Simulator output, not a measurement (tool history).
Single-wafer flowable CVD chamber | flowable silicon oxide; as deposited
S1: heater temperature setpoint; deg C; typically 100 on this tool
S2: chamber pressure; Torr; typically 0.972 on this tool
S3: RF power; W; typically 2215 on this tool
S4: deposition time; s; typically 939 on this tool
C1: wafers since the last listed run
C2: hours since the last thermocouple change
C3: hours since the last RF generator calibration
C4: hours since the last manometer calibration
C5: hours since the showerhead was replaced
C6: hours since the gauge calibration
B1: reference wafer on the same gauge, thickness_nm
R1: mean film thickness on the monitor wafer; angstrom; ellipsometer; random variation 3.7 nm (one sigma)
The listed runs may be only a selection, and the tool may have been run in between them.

run 1 hour=0.0 | S1=100 S2=0.780 S3=2215 S4=939 | C1=0 C2=1859.4 C3=1395.5 C4=2422.7 C5=3619.6 C6=525.1 | B1=744.096 | R1=5760.20
-- hour=38.6 capacitance manometer re-zeroed and calibrated
run 2 hour=68.5 | S1=100 S2=0.780 S3=2215 S4=939 | C1=107 C2=1927.9 C3=1464.0 C4=29.9 C5=3688.1 C6=593.6 | B1=744.150 | R1=6508.30
-- hour=87.7 showerhead replaced
run 3 hour=89.6 | S1=100 S2=0.780 S3=2215 S4=939 | C1=23 C2=1949.0 C3=1485.1 C4=51.0 C5=1.9 C6=614.7 | B1=743.781 | R1=6483.37
-- hour=113.6 RF generator calibrated
run 4 hour=114.1 | S1=90 S2=0.766 S3=1800 S4=989 | C1=29 C2=1973.5 C3=0.5 C4=75.5 C5=26.4 C6=639.2 | B1=743.641 | R1=8613.52
-- hour=190.7 thermocouple changed; heater temperature recalibrated
run 5 hour=200.0 | S1=100 S2=0.972 S3=2215 S4=939 | C1=138 C2=9.3 C3=86.4 C4=161.4 C5=112.3 C6=725.1 | B1=742.830 | R1=7651.28
run 6 hour=232.7 | S1=100 S2=0.972 S3=2215 S4=939 | C1=58 C2=42.0 C3=119.1 C4=194.1 C5=145.0 C6=757.8 | B1=745.070 | R1=7639.68
run 7 hour=267.1 | S1=87 S2=0.972 S3=2395 S4=939 | C1=61 C2=76.4 C3=153.5 C4=228.5 C5=179.4 C6=792.2 | B1=744.194 | R1=11232.67
run 8 hour=367.0 | S1=100 S2=0.806 S3=2215 S4=939 | C1=177 C2=176.3 C3=253.4 C4=328.4 C5=279.3 C6=892.1 | B1=744.331 | R1=6326.89
run 9 hour=402.1 | S1=87 S2=0.877 S3=2420 S4=1055 | C1=62 C2=211.4 C3=288.5 C4=363.5 C5=314.4 C6=927.2 | B1=742.862 | R1=11384.55
run 10 hour=418.8 | S1=109 S2=0.972 S3=2215 S4=1066 | C1=29 C2=228.1 C3=305.2 C4=380.2 C5=331.1 C6=943.9 | B1=745.502 | R1=6648.23
-- hour=440.4 gauge calibrated
run 11 hour=454.6 | S1=100 S2=0.972 S3=2215 S4=939 | C1=63 C2=263.9 C3=341.0 C4=416.0 C5=366.9 C6=14.2 | B1=744.329 | R1=7659.29
run 12 hour=488.6 | S1=100 S2=0.972 S3=1905 S4=939 | C1=60 C2=297.9 C3=375.0 C4=450.0 C5=400.9 C6=48.2 | B1=743.270 | R1=7477.80
run 13 hour=508.9 | S1=100 S2=0.847 S3=2100 S4=939 | C1=36 C2=318.2 C3=395.3 C4=470.3 C5=421.2 C6=68.5 | B1=742.705 | R1=6624.97
run 14 hour=522.5 | S1=100 S2=0.972 S3=2050 S4=939 | C1=24 C2=331.8 C3=408.9 C4=483.9 C5=434.8 C6=82.1 | B1=744.199 | R1=7555.62
run 15 hour=549.3 | S1=96 S2=0.739 S3=2215 S4=1073 | C1=47 C2=358.6 C3=435.7 C4=510.7 C5=461.6 C6=108.9 | B1=743.492 | R1=7440.94
run 16 hour=570.0 | S1=100 S2=0.972 S3=2215 S4=1096 | C1=36 C2=379.3 C3=456.4 C4=531.4 C5=482.3 C6=129.6 | B1=743.401 | R1=8862.17
run 17 hour=596.0 | S1=105 S2=0.898 S3=2215 S4=1053 | C1=46 C2=405.3 C3=482.4 C4=557.4 C5=508.3 C6=155.6 | B1=745.252 | R1=6875.50
run 18 hour=630.7 | S1=100 S2=1.104 S3=2100 S4=939 | C1=61 C2=440.0 C3=517.1 C4=592.1 C5=543.0 C6=190.3 | B1=743.104 | R1=8636.55
run 19 hour=654.2 | S1=100 S2=0.901 S3=2055 S4=939 | C1=41 C2=463.5 C3=540.6 C4=615.6 C5=566.5 C6=213.8 | B1=744.256 | R1=7024.66

Predict the results of run 20:
run 20 hour=726.7 | S1=111 S2=1.061 S3=2215 S4=939 | C1=128 C2=536.0 C3=613.1 C4=688.1 C5=639.0 C6=286.3 | B1=? | R1=?

Run 20 produced B1 745.274, R1 5998.56 angstrom.
Were there no unlogged condition in the tool, this run, its random variation unchanged, would have produced R1 5988.17 angstrom.

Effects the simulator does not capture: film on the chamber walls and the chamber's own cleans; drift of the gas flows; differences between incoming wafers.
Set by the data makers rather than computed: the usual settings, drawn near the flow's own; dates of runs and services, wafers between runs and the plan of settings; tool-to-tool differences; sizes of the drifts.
